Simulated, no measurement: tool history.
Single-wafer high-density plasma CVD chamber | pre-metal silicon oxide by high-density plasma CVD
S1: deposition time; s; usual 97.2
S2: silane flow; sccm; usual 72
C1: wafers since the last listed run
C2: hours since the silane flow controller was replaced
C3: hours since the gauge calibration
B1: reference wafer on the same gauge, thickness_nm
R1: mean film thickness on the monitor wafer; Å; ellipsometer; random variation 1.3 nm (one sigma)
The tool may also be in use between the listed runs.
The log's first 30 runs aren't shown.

run 31 hour=338.3 | S1=107.4 S2=78 | C1=186 C2=19.0 C3=77.2 | B1=677.231 | R1=8430.94
run 32 hour=344.6 | S1=107.6 S2=66 | C1=71 C2=25.3 C3=83.5 | B1=677.162 | R1=7179.53
run 33 hour=359.7 | S1=97.2 S2=72 | C1=171 C2=40.4 C3=98.6 | B1=676.816 | R1=7060.06
run 34 hour=368.4 | S1=110.8 S2=72 | C1=99 C2=49.1 C3=107.3 | B1=677.102 | R1=8102.49
run 35 hour=381.3 | S1=97.2 S2=72 | C1=146 C2=62.0 C3=120.2 | B1=676.565 | R1=7079.21
run 36 hour=394.1 | S1=83.1 S2=85 | C1=145 C2=74.8 C3=133.0 | B1=676.777 | R1=7127.60
run 37 hour=402.6 | S1=97.2 S2=62 | C1=96 C2=83.3 C3=141.5 | B1=676.261 | R1=6104.38
run 38 hour=409.8 | S1=97.2 S2=86 | C1=81 C2=90.5 C3=148.7 | B1=676.992 | R1=8437.72
run 39 hour=427.4 | S1=89.1 S2=62 | C1=200 C2=108.1 C3=166.3 | B1=677.021 | R1=5610.78
run 40 hour=434.0 | S1=97.2 S2=72 | C1=75 C2=114.7 C3=172.9 | B1=676.746 | R1=7075.73
run 41 hour=451.7 | S1=109.4 S2=76 | C1=201 C2=132.4 C3=190.6 | B1=677.202 | R1=8419.44

Forecast each of these 3 alternatives for the next run:
run A hour=452.1 | S1=97.2 S2=72 | C1=4 C2=132.8 C3=191.0 | B1=? | R1=?
run B hour=452.1 | S1=78.1 S2=78 | C1=4 C2=132.8 C3=191.0 | B1=? | R1=?
run C hour=452.1 | S1=114.8 S2=72 | C1=4 C2=132.8 C3=191.0 | B1=? | R1=?

run=A B1=677.007 R1=7099.12
run=B B1=677.007 R1=6178.67
run=C B1=677.007 R1=8384.56
Without the tool's hidden state the same runs would have given:
run=A R1=6974.88
run=B R1=6070.54
run=C R1=8237.82
